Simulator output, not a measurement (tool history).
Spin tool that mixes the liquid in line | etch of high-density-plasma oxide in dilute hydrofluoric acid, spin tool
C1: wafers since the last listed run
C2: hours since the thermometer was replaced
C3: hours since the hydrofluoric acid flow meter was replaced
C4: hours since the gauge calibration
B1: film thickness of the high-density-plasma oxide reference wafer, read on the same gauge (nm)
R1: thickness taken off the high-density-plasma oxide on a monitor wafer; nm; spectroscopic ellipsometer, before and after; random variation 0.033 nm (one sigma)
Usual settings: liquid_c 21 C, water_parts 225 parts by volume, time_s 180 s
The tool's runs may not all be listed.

Run 1, hour 0: usual settings; C1 0; C2 1538.1; C3 1659; C4 1542.3; B1 119.99. Result: R1 2.909 nm.
Run 2, hour 62.5: usual settings; C1 443; C2 1600.6; C3 1721.5; C4 1604.8; B1 120.014. Result: R1 2.932 nm.
Run 3, hour 94.1: usual settings; C1 224; C2 1632.2; C3 1753.1; C4 1636.4; B1 120. Result: R1 2.893 nm.
Run 4, hour 166.1: usual settings; C1 510; C2 1704.2; C3 1825.1; C4 1708.4; B1 119.994. Result: R1 2.878 nm.
Run 5, hour 207: usual settings but time_s 125 s; C1 289; C2 1745.1; C3 1866; C4 1749.3; B1 120.004. Result: R1 2.027 nm.
Run 6, hour 256.2: usual settings but water_parts 265 parts by volume; C1 348; C2 1794.3; C3 1915.2; C4 1798.5; B1 119.987. Result: R1 2.377 nm.
At hour 262.7: thermometer replaced.
Run 7, hour 280.7: usual settings but water_parts 265 parts by volume; C1 166; C2 18; C3 1939.7; C4 1823; B1 120.001. Result: R1 2.368 nm.
Run 8, hour 322.8: usual settings but water_parts 265 parts by volume; C1 298; C2 60.1; C3 1981.8; C4 1865.1; B1 120.003. Result: R1 2.373 nm.
Run 9, hour 380.4: usual settings but time_s 265 s; C1 408; C2 117.7; C3 2039.4; C4 1922.7; B1 119.983. Result: R1 4.203 nm.
Run 10, hour 424.4: usual settings but time_s 265 s; C1 311; C2 161.7; C3 2083.4; C4 1966.7; B1 119.99. Result: R1 4.193 nm.
At hour 426: hydrofluoric acid flow meter replaced.
Run 11, hour 451.1: usual settings but liquid_c 19 C, water_parts 150 parts by volume, time_s 90 s; C1 182; C2 188.4; C3 25.1; C4 1993.4; B1 120.027. Result: R1 2.08 nm.
Run 12, hour 495.9: usual settings but liquid_c 17 C, water_parts 135 parts by volume, time_s 80 s; C1 317; C2 233.2; C3 69.9; C4 2038.2; B1 120.009. Result: R1 1.941 nm.
Run 13, hour 560.1: usual settings; C1 455; C2 297.4; C3 134.1; C4 2102.4; B1 119.999. Result: R1 2.736 nm.
At hour 563: gauge calibrated.
Run 14, hour 594.8: usual settings but liquid_c 19.5 C; C1 245; C2 332.1; C3 168.8; C4 31.8; B1 120. Result: R1 2.6 nm.
Run 15, hour 644.6: usual settings but liquid_c 17 C, water_parts 320 parts by volume, time_s 250 s; C1 353; C2 381.9; C3 218.6; C4 81.6; B1 119.979. Result: R1 2.154 nm.
Run 16, hour 685.4: usual settings but liquid_c 19 C, water_parts 140 parts by volume; C1 289; C2 422.7; C3 259.4; C4 122.4; B1 120.012. Result: R1 4.546 nm.
Run 17, hour 724.8: usual settings; C1 279; C2 462.1; C3 298.8; C4 161.8; B1 119.971. Result: R1 2.769 nm.
Run 18, hour 795.3: usual settings but liquid_c 25 C, water_parts 335 parts by volume; C1 499; C2 532.6; C3 369.3; C4 232.3; B1 120.001. Result: R1 1.927 nm.
Run 19, hour 859: usual settings; C1 451; C2 596.3; C3 433; C4 296; B1 120.029. Result: R1 2.728 nm.
At hour 891.2: hydrofluoric acid flow meter replaced, repeated, since the last time left the tool worse.
Run 20, hour 910.1: usual settings but liquid_c 17 C, time_s 210 s; C1 355; C2 647.4; C3 18.9; C4 347.1; B1 120.003. Result: R1 3.039 nm.
Run 21, hour 978.2: usual settings but time_s 270 s; C1 482; C2 715.5; C3 87; C4 415.2; B1 119.987. Result: R1 4.661 nm.
Run 22, hour 1006.9: usual settings but time_s 215 s; C1 203; C2 744.2; C3 115.7; C4 443.9; B1 120.016. Result: R1 3.668 nm.
Run 23, hour 1063.7: usual settings but time_s 135 s; C1 402; C2 801; C3 172.5; C4 500.7; B1 119.998. Result: R1 2.266 nm.
Run 24, hour 1132: usual settings but liquid_c 17.5 C, water_parts 145 parts by volume, time_s 260 s; C1 484; C2 869.3; C3 240.8; C4 569; B1 119.978. Result: R1 6.47 nm.
Run 25, hour 1169.7: usual settings; C1 267; C2 907; C3 278.5; C4 606.7; B1 120.012. Result: R1 3.09 nm.
Run 26, hour 1232.9: usual settings but liquid_c 25 C, water_parts 265 parts by volume; C1 448; C2 970.2; C3 341.7; C4 669.9; B1 120.014. Result: R1 2.882 nm.
Run 27, hour 1257.2: usual settings but water_parts 255 parts by volume, time_s 230 s; C1 172; C2 994.5; C3 366; C4 694.2; B1 120.015. Result: R1 3.366 nm.
Run 28, hour 1435: usual settings but time_s 90 s; C1 1260; C2 1172.3; C3 543.8; C4 872; B1 119.999. Result: R1 1.489 nm.
Run 29, hour 1500.4: usual settings but liquid_c 23 C, water_parts 305 parts by volume; C1 463; C2 1237.7; C3 609.2; C4 937.4; B1 120.003. Result: R1 2.204 nm.
Run 30, hour 1566: usual settings but liquid_c 17 C, time_s 235 s; C1 465; C2 1303.3; C3 674.8; C4 1003; B1 120.01. Result: R1 3.35 nm.
Run 31, hour 1625.1: usual settings but liquid_c 19 C, water_parts 185 parts by volume; C1 418; C2 1362.4; C3 733.9; C4 1062.1; B1 119.988. Result: R1 3.55 nm.

Forecast each of these 5 alternatives for the next run:
Run A, hour 1625.6: usual settings; C1 3; C2 1362.9; C3 734.4; C4 1062.6; B1 ?. Result: R1 ?.
Run B, hour 1625.6: usual settings but liquid_c 17 C, water_parts 330 parts by volume, time_s 95 s; C1 3; C2 1362.9; C3 734.4; C4 1062.6; B1 ?. Result: R1 ?.
Run C, hour 1625.6: usual settings but water_parts 275 parts by volume; C1 3; C2 1362.9; C3 734.4; C4 1062.6; B1 ?. Result: R1 ?.
Run D, hour 1625.6: usual settings but liquid_c 19 C, time_s 275 s; C1 3; C2 1362.9; C3 734.4; C4 1062.6; B1 ?. Result: R1 ?.
Run E, hour 1625.6: usual settings but water_parts 135 parts by volume, time_s 255 s; C1 3; C2 1362.9; C3 734.4; C4 1062.6; B1 ?. Result: R1 ?.

run       B1     R1
  A  119.993  3.018
  B  119.993  0.851
  C  119.993  2.353
  D  119.993  4.274
  E  119.993  7.832
Without the tool's hidden state the same runs would have given:
run     R1
  A  3.103
  B  0.875
  C  2.421
  D  4.394
  E  8.039
